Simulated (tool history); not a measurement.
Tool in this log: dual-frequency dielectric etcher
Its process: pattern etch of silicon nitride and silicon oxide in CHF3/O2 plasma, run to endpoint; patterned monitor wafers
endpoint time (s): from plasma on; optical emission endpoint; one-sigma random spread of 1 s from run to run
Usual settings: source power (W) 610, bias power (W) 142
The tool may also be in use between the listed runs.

run,hour,source power (W),bias power (W),"incoming incoming film thickness, nm",endpoint time (s)
1,0.0,610,162,213.4,144.1
2,7.1,610,162,211.6,143.7
3,16.2,610,142,211.9,149.3
4,24.3,610,142,212.2,149.7
5,36.2,610,142,211.7,149.8
6,45.8,690,142,213.1,141.5
7,63.6,510,142,213.4,163.8
# hour 93.4: upper electrode replaced
# hour 98.3: bias power generator calibrated
# hour 98.7: source power generator calibrated
# hour 109.7: wet clean of the chamber
8,110.2,510,142,209.6,162.2
9,110.5,610,142,211.5,148.7
10,110.9,610,142,209.5,147.3
11,115.9,610,142,212.5,151.0
12,128.4,610,114,211.7,160.1
13,146.4,610,166,214.0,144.7
14,161.9,610,142,211.5,148.2
15,179.7,730,115,212.2,143.8
16,193.9,610,155,210.2,145.8
17,201.4,610,142,211.8,150.6
18,210.9,700,142,212.0,138.3
19,226.3,510,108,211.1,174.0

Run 20 is up next; what results do you expect?
20,232.3,470,171,210.1,?

{"run 20": {"endpoint time (s)": 160.1}}
If the tool had no hidden condition, the same run with the same run-to-run variation would have returned endpoint time (s) 160.1.
